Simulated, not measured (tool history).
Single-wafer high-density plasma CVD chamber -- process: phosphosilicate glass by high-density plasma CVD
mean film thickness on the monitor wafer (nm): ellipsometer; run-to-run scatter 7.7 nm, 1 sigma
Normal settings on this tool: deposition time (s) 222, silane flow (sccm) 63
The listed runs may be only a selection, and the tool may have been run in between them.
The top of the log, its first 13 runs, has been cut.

run,hour,deposition time (s),silane flow (sccm),"read-back reference wafer on the same gauge, thickness_nm",mean film thickness on the monitor wafer (nm)
14,400.5,247,70,1280.894,1587.268
15,413.3,247,70,1280.225,1581.710
16,438.3,222,63,1278.446,1302.758
# hour 450.4: silane flow controller replaced
17,456.0,178,63,1281.364,1050.295
18,485.3,222,63,1279.655,1295.285
19,502.6,234,54,1280.251,1200.968
20,524.5,190,63,1279.601,1119.764
21,545.6,203,63,1281.449,1191.391
22,577.8,260,53,1278.858,1333.471
23,600.8,195,72,1278.672,1282.366
24,618.4,222,72,1280.846,1467.018
25,643.2,222,63,1281.646,1307.420
26,665.1,222,67,1280.112,1369.862
27,687.5,222,74,1280.283,1491.220
28,703.1,222,63,1281.222,1307.688
29,732.6,186,73,1279.604,1235.117
30,750.7,222,52,1279.988,1111.116
31,776.8,265,54,1278.781,1367.743
32,810.7,201,59,1280.721,1113.388
33,828.8,193,57,1281.533,1038.091

Here are 3 independent what-if runs from the current tool condition. What would each one return?
A,829.3,222,63,?,?
B,829.3,190,53,?,?
C,829.3,251,63,?,?

run,"read-back reference wafer on the same gauge, thickness_nm",mean film thickness on the monitor wafer (nm)
A,1279.135,1309.632
B,1279.135,974.980
C,1279.135,1480.710
With no hidden state in the tool, these same runs would have given:
run,mean film thickness on the monitor wafer (nm)
A,1309.632
B,974.980
C,1480.710
